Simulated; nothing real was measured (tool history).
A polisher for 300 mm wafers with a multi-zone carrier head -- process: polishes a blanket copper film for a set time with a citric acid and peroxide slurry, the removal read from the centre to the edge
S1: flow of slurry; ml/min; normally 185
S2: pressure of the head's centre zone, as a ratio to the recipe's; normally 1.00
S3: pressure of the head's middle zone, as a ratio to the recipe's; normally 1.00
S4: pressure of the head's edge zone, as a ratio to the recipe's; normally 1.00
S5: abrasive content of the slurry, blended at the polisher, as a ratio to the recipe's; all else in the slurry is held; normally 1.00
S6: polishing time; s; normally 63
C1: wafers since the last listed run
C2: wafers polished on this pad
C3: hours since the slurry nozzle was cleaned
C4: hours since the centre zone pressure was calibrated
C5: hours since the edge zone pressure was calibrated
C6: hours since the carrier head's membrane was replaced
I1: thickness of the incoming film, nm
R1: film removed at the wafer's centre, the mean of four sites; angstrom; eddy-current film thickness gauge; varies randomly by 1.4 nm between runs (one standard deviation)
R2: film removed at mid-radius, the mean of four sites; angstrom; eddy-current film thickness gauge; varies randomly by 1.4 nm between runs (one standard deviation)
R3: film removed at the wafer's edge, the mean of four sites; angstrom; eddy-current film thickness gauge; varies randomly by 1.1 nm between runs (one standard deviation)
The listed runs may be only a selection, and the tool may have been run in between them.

Run 1, hour 0.0: usual settings but S2 1.09, S4 0.96; C1 0; C2 203; C3 475.8; C4 22.4; C5 534.8; C6 1146.6; I1 943.9. Result: R1 1600 angstrom, R2 1525 angstrom, R3 1489 angstrom.
Run 2, hour 17.0: usual settings; C1 181; C2 385; C3 492.8; C4 39.4; C5 551.8; C6 1163.6; I1 949.3. Result: R1 1435 angstrom, R2 1525 angstrom, R3 1526 angstrom.
At hour 22.0: slurry nozzle cleaned.
At hour 22.2: carrier head's membrane replaced by a new one.
Run 3, hour 24.1: usual settings but S2 1.05, S6 74 s; C1 63; C2 448; C3 2.1; C4 46.5; C5 558.9; C6 1.9; I1 969.9. Result: R1 1823 angstrom, R2 1830 angstrom, R3 1787 angstrom.
Run 4, hour 40.0: usual settings but S1 215 ml/min, S2 1.09; C1 169; C2 618; C3 18.0; C4 62.4; C5 574.8; C6 17.8; I1 943.4. Result: R1 1587 angstrom, R2 1561 angstrom, R3 1522 angstrom.
Run 5, hour 53.6: usual settings but S3 1.06, S4 0.93, S5 1.25, S6 74 s; C1 145; C2 763; C3 31.6; C4 76.0; C5 588.4; C6 31.4; I1 944.9. Result: R1 1785 angstrom, R2 2003 angstrom, R3 1817 angstrom.
Run 6, hour 64.0: usual settings but S1 165 ml/min, S2 1.08, S3 0.93, S6 69 s; C1 110; C2 874; C3 42.0; C4 86.4; C5 598.8; C6 41.8; I1 935.8. Result: R1 1678 angstrom, R2 1586 angstrom, R3 1635 angstrom.
At hour 77.3: worn pad replaced by a new one.
Run 7, hour 81.7: usual settings but S2 1.10, S4 0.97; C1 146; C2 47; C3 59.7; C4 104.1; C5 616.5; C6 59.5; I1 952.4. Result: R1 1596 angstrom, R2 1548 angstrom, R3 1488 angstrom.
Run 8, hour 92.3: usual settings but S2 0.92, S3 0.96, S4 0.95, S5 1.10; C1 113; C2 160; C3 70.3; C4 114.7; C5 627.1; C6 70.1; I1 944.8. Result: R1 1373 angstrom, R2 1516 angstrom, R3 1513 angstrom.
Run 9, hour 101.2: usual settings but S6 50 s; C1 94; C2 255; C3 79.2; C4 123.6; C5 636.0; C6 79.0; I1 954.6. Result: R1 1154 angstrom, R2 1216 angstrom, R3 1195 angstrom.
At hour 115.8: edge zone pressure recalibrated.
Run 10, hour 116.3: usual settings; C1 139; C2 394; C3 94.3; C4 138.7; C5 0.5; C6 94.1; I1 953.7. Result: R1 1448 angstrom, R2 1552 angstrom, R3 1516 angstrom.
Run 11, hour 125.7: usual settings; C1 100; C2 495; C3 103.7; C4 148.1; C5 9.9; C6 103.5; I1 960.5. Result: R1 1421 angstrom, R2 1541 angstrom, R3 1509 angstrom.
Run 12, hour 132.1: usual settings but S2 1.07, S4 1.06, S5 1.30; C1 68; C2 563; C3 110.1; C4 154.5; C5 16.3; C6 109.9; I1 956.8. Result: R1 1647 angstrom, R2 1633 angstrom, R3 1658 angstrom.
Run 13, hour 147.7: usual settings but S1 140 ml/min; C1 166; C2 729; C3 125.7; C4 170.1; C5 31.9; C6 125.5; I1 945.8. Result: R1 1346 angstrom, R2 1491 angstrom, R3 1479 angstrom.
Run 14, hour 156.8: usual settings but S1 235 ml/min, S2 1.06, S3 0.90; C1 97; C2 826; C3 134.8; C4 179.2; C5 41.0; C6 134.6; I1 951.8. Result: R1 1543 angstrom, R2 1426 angstrom, R3 1547 angstrom.
Run 15, hour 165.6: usual settings but S4 0.96, S6 77 s; C1 93; C2 920; C3 143.6; C4 188.0; C5 49.8; C6 143.4; I1 944.3. Result: R1 1723 angstrom, R2 1865 angstrom, R3 1821 angstrom.
At hour 181.8: worn pad replaced by a new one.
Run 16, hour 182.3: usual settings but S1 165 ml/min, S6 85 s; C1 135; C2 5; C3 160.3; C4 204.7; C5 66.5; C6 160.1; I1 948.5. Result: R1 1870 angstrom, R2 2037 angstrom, R3 2030 angstrom.
Run 17, hour 193.9: usual settings but S6 84 s; C1 123; C2 129; C3 171.9; C4 216.3; C5 78.1; C6 171.7; I1 957.3. Result: R1 1892 angstrom, R2 2044 angstrom, R3 2034 angstrom.
Run 18, hour 209.1: usual settings but S3 1.09, S5 1.20; C1 162; C2 291; C3 187.1; C4 231.5; C5 93.3; C6 186.9; I1 955.4. Result: R1 1470 angstrom, R2 1726 angstrom, R3 1587 angstrom.
Run 19, hour 218.2: usual settings but S2 1.07, S4 1.06, S5 1.30; C1 97; C2 388; C3 196.2; C4 240.6; C5 102.4; C6 196.0; I1 961.2. Result: R1 1636 angstrom, R2 1637 angstrom, R3 1666 angstrom.
Run 20, hour 234.7: usual settings; C1 175; C2 564; C3 212.7; C4 257.1; C5 118.9; C6 212.5; I1 949.8. Result: R1 1432 angstrom, R2 1536 angstrom, R3 1521 angstrom.
Run 21, hour 251.9: usual settings but S4 1.07; C1 183; C2 747; C3 229.9; C4 274.3; C5 136.1; C6 229.7; I1 957.1. Result: R1 1396 angstrom, R2 1533 angstrom, R3 1575 angstrom.
Run 22, hour 258.6: usual settings; C1 71; C2 819; C3 236.6; C4 281.0; C5 142.8; C6 236.4; I1 948.6. Result: R1 1408 angstrom, R2 1526 angstrom, R3 1504 angstrom.

Below are 3 alternative next runs, each starting from the tool's condition after run 22. Predict each:
Run A, hour 259.0: usual settings but S6 69 s; C1 4; C2 823; C3 237.0; C4 281.4; C5 143.2; C6 236.8; I1 942.5. Result: R1 ?, R2 ?, R3 ?.
Run B, hour 259.0: usual settings but S1 140 ml/min, S3 1.06, S4 1.05; C1 4; C2 823; C3 237.0; C4 281.4; C5 143.2; C6 236.8; I1 942.5. Result: R1 ?, R2 ?, R3 ?.
Run C, hour 259.0: usual settings but S2 1.11, S3 1.10, S4 0.89; C1 4; C2 823; C3 237.0; C4 281.4; C5 143.2; C6 236.8; I1 942.5. Result: R1 ?, R2 ?, R3 ?.

run    R1    R2    R3
  A  1547  1685  1643
  B  1346  1549  1488
  C  1571  1668  1419
Had the tool no hidden state, the same runs would have come out as:
run    R1    R2    R3
  A  1619  1685  1643
  B  1409  1548  1488
  C  1643  1668  1419
